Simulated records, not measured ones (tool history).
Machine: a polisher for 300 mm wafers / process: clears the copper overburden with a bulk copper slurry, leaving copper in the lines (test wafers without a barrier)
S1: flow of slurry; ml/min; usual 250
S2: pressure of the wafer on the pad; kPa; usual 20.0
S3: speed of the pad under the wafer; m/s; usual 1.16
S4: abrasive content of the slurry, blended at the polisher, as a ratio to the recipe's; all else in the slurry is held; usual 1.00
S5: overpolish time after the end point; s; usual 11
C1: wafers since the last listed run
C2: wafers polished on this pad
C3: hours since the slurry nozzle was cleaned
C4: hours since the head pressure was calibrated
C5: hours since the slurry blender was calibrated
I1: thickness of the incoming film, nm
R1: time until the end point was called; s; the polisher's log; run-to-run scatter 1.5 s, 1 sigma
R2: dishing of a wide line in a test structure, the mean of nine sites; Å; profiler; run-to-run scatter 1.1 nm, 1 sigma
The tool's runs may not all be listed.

run 1 hour=0.0 | S1=250 S2=20.0 S3=1.16 S4=1.00 S5=11 | C1=0 C2=387 C3=686.8 C4=306.2 C5=43.1 | I1=1223.5 | R1=94.4 R2=675
run 2 hour=8.3 | S1=250 S2=20.0 S3=1.16 S4=1.00 S5=11 | C1=74 C2=462 C3=695.1 C4=314.5 C5=51.4 | I1=1223.3 | R1=94.2 R2=659
run 3 hour=20.1 | S1=250 S2=20.0 S3=1.16 S4=1.00 S5=11 | C1=106 C2=568 C3=706.9 C4=326.3 C5=63.2 | I1=1229.2 | R1=96.5 R2=647
run 4 hour=26.6 | S1=250 S2=20.0 S3=1.16 S4=0.95 S5=11 | C1=58 C2=626 C3=713.4 C4=332.8 C5=69.7 | I1=1231.3 | R1=95.9 R2=654
run 5 hour=39.6 | S1=250 S2=20.0 S3=1.16 S4=0.95 S5=11 | C1=116 C2=743 C3=726.4 C4=345.8 C5=82.7 | I1=1255.2 | R1=102.7 R2=657
run 6 hour=48.1 | S1=250 S2=20.0 S3=1.16 S4=0.95 S5=11 | C1=76 C2=819 C3=734.9 C4=354.3 C5=91.2 | I1=1243.3 | R1=97.7 R2=652
run 7 hour=58.5 | S1=250 S2=20.0 S3=1.16 S4=1.00 S5=11 | C1=93 C2=913 C3=745.3 C4=364.7 C5=101.6 | I1=1233.2 | R1=97.5 R2=654
run 8 hour=75.0 | S1=250 S2=20.0 S3=1.16 S4=1.00 S5=13 | C1=148 C2=1061 C3=761.8 C4=381.2 C5=118.1 | I1=1250.0 | R1=98.3 R2=718
-- hour=80.7 slurry nozzle cleaned
run 9 hour=90.2 | S1=335 S2=24.8 S3=1.16 S4=1.25 S5=4 | C1=127 C2=1189 C3=9.5 C4=396.4 C5=133.3 | I1=1219.4 | R1=75.5 R2=384
run 10 hour=99.5 | S1=250 S2=20.0 S3=1.16 S4=1.00 S5=11 | C1=83 C2=1272 C3=18.8 C4=405.7 C5=142.6 | I1=1242.0 | R1=101.5 R2=626
-- hour=112.5 slurry blender recalibrated
run 11 hour=113.5 | S1=250 S2=20.0 S3=1.16 S4=1.00 S5=11 | C1=107 C2=1380 C3=32.8 C4=419.7 C5=1.0 | I1=1235.6 | R1=100.6 R2=635
-- hour=117.5 worn pad replaced by a new one
run 12 hour=127.3 | S1=315 S2=20.0 S3=1.16 S4=1.00 S5=7 | C1=88 C2=87 C3=46.6 C4=433.5 C5=14.8 | I1=1229.8 | R1=91.5 R2=507
run 13 hour=139.6 | S1=225 S2=20.0 S3=1.28 S4=1.00 S5=9 | C1=110 C2=198 C3=58.9 C4=445.8 C5=27.1 | I1=1248.3 | R1=90.2 R2=630
-- hour=148.7 head pressure recalibrated
run 14 hour=154.5 | S1=250 S2=20.0 S3=1.16 S4=1.00 S5=6 | C1=115 C2=314 C3=73.8 C4=5.8 C5=42.0 | I1=1253.3 | R1=97.2 R2=445
run 15 hour=208.2 | S1=250 S2=20.0 S3=1.44 S4=1.00 S5=15 | C1=482 C2=796 C3=127.5 C4=59.5 C5=95.7 | I1=1234.0 | R1=79.3 R2=839

Alternative continuations, all from the tool just after run 15; predict every row:
run A hour=208.7 | S1=250 S2=20.0 S3=1.16 S4=1.00 S5=11 | C1=4 C2=801 C3=128.0 C4=60.0 C5=96.2 | I1=1236.4 | R1=? R2=?
run B hour=208.7 | S1=250 S2=22.8 S3=0.90 S4=1.00 S5=5 | C1=4 C2=801 C3=128.0 C4=60.0 C5=96.2 | I1=1236.4 | R1=? R2=?
run C hour=208.7 | S1=285 S2=24.8 S3=1.16 S4=1.10 S5=11 | C1=4 C2=801 C3=128.0 C4=60.0 C5=96.2 | I1=1236.4 | R1=? R2=?
run D hour=208.7 | S1=250 S2=24.8 S3=1.30 S4=0.75 S5=11 | C1=4 C2=801 C3=128.0 C4=60.0 C5=96.2 | I1=1236.4 | R1=? R2=?
run E hour=208.7 | S1=250 S2=20.0 S3=1.26 S4=1.00 S5=9 | C1=4 C2=801 C3=128.0 C4=60.0 C5=96.2 | I1=1236.4 | R1=? R2=?

run=A R1=98.7 R2=629
run=B R1=111.8 R2=328
run=C R1=77.6 R2=743
run=D R1=73.1 R2=767
run=E R1=90.9 R2=585
Take away the tool's hidden state, keep each run's random variation, and the runs would have read:
run=A R1=95.7 R2=641
run=B R1=108.3 R2=336
run=C R1=75.2 R2=755
run=D R1=70.8 R2=779
run=E R1=88.1 R2=596
